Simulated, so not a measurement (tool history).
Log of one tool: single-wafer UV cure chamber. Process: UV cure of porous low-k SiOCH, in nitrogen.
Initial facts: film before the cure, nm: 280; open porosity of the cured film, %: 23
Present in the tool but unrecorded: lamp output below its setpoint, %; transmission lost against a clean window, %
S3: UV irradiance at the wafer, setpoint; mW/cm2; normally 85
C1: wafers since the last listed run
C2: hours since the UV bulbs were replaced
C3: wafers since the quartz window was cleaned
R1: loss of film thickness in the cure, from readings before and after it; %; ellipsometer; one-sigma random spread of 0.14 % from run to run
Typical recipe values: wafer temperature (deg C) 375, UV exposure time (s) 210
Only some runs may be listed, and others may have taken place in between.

{"run": 1, "day": 0.0, "wafer temperature (deg C)": 375, "UV exposure time (s)": 210, "S3": 85, "C1": 0, "C2": 1707, "C3": 3790, "R1": 10.48}
{"day": 2.742, "done": "quartz window cleaned"}
{"run": 2, "day": 4.133, "wafer temperature (deg C)": 375, "UV exposure time (s)": 210, "S3": 85, "C1": 414, "C2": 1806.2, "C3": 151, "R1": 10.506}
{"run": 3, "day": 7.804, "wafer temperature (deg C)": 375, "UV exposure time (s)": 210, "S3": 85, "C1": 400, "C2": 1894.3, "C3": 552, "R1": 10.285}
{"run": 4, "day": 12.038, "wafer temperature (deg C)": 364, "UV exposure time (s)": 210, "S3": 85, "C1": 461, "C2": 1995.9, "C3": 1013, "R1": 9.892}
{"run": 5, "day": 14.912, "wafer temperature (deg C)": 364, "UV exposure time (s)": 210, "S3": 85, "C1": 313, "C2": 2064.9, "C3": 1327, "R1": 10.153}
{"run": 6, "day": 17.604, "wafer temperature (deg C)": 375, "UV exposure time (s)": 210, "S3": 85, "C1": 293, "C2": 2129.5, "C3": 1621, "R1": 10.09}
{"run": 7, "day": 20.329, "wafer temperature (deg C)": 375, "UV exposure time (s)": 210, "S3": 85, "C1": 297, "C2": 2194.9, "C3": 1918, "R1": 10.15}
{"run": 8, "day": 24.433, "wafer temperature (deg C)": 375, "UV exposure time (s)": 210, "S3": 85, "C1": 447, "C2": 2293.4, "C3": 2365, "R1": 10.069}
{"run": 9, "day": 28.462, "wafer temperature (deg C)": 381, "UV exposure time (s)": 210, "S3": 85, "C1": 439, "C2": 2390.1, "C3": 2805, "R1": 10.236}
{"run": 10, "day": 32.646, "wafer temperature (deg C)": 375, "UV exposure time (s)": 210, "S3": 104, "C1": 456, "C2": 2490.5, "C3": 3261, "R1": 11.094}
{"day": 33.388, "done": "quartz window cleaned"}
{"run": 11, "day": 35.588, "wafer temperature (deg C)": 375, "UV exposure time (s)": 210, "S3": 113, "C1": 284, "C2": 2561.1, "C3": 239, "R1": 11.258}
{"run": 12, "day": 38.175, "wafer temperature (deg C)": 375, "UV exposure time (s)": 210, "S3": 85, "C1": 282, "C2": 2623.2, "C3": 522, "R1": 9.886}
{"run": 13, "day": 41.267, "wafer temperature (deg C)": 390, "UV exposure time (s)": 255, "S3": 104, "C1": 337, "C2": 2697.4, "C3": 859, "R1": 11.985}
{"run": 14, "day": 44.621, "wafer temperature (deg C)": 368, "UV exposure time (s)": 325, "S3": 45, "C1": 365, "C2": 2777.9, "C3": 1225, "R1": 8.672}
{"run": 15, "day": 49.062, "wafer temperature (deg C)": 375, "UV exposure time (s)": 210, "S3": 100, "C1": 484, "C2": 2884.5, "C3": 1709, "R1": 10.539}
{"run": 16, "day": 52.088, "wafer temperature (deg C)": 381, "UV exposure time (s)": 210, "S3": 85, "C1": 329, "C2": 2957.1, "C3": 2039, "R1": 9.784}
{"day": 52.433, "done": "UV bulbs replaced"}
{"run": 17, "day": 53.692, "wafer temperature (deg C)": 375, "UV exposure time (s)": 170, "S3": 56, "C1": 138, "C2": 30.2, "C3": 2178, "R1": 8.57}
{"run": 18, "day": 55.546, "wafer temperature (deg C)": 356, "UV exposure time (s)": 290, "S3": 115, "C1": 202, "C2": 74.7, "C3": 2380, "R1": 14.623}
{"run": 19, "day": 59.167, "wafer temperature (deg C)": 375, "UV exposure time (s)": 210, "S3": 57, "C1": 394, "C2": 161.6, "C3": 2775, "R1": 9.599}
{"run": 20, "day": 63.154, "wafer temperature (deg C)": 364, "UV exposure time (s)": 210, "S3": 85, "C1": 434, "C2": 257.3, "C3": 3210, "R1": 11.29}
{"run": 21, "day": 65.2, "wafer temperature (deg C)": 375, "UV exposure time (s)": 210, "S3": 105, "C1": 223, "C2": 306.4, "C3": 3433, "R1": 12.451}
{"run": 22, "day": 67.771, "wafer temperature (deg C)": 375, "UV exposure time (s)": 255, "S3": 85, "C1": 280, "C2": 368.1, "C3": 3713, "R1": 12.27}
{"run": 23, "day": 72.171, "wafer temperature (deg C)": 375, "UV exposure time (s)": 210, "S3": 85, "C1": 479, "C2": 473.7, "C3": 4193, "R1": 11.502}

3 ways to go on from here, each from the tool as it stands after run 23. What would each give?
{"run": "A", "day": 72.192, "wafer temperature (deg C)": 384, "UV exposure time (s)": 210, "S3": 85, "C1": 2, "C2": 474.2, "C3": 4195, "R1": "?"}
{"run": "B", "day": 72.192, "wafer temperature (deg C)": 384, "UV exposure time (s)": 95, "S3": 116, "C1": 2, "C2": 474.2, "C3": 4195, "R1": "?"}
{"run": "C", "day": 72.192, "wafer temperature (deg C)": 360, "UV exposure time (s)": 255, "S3": 119, "C1": 2, "C2": 474.2, "C3": 4195, "R1": "?"}

run=A R1=11.509
run=B R1=9.234
run=C R1=13.636
Take away the tool's hidden state, keep each run's random variation, and the runs would have read:
run=A R1=11.769
run=B R1=9.483
run=C R1=13.909

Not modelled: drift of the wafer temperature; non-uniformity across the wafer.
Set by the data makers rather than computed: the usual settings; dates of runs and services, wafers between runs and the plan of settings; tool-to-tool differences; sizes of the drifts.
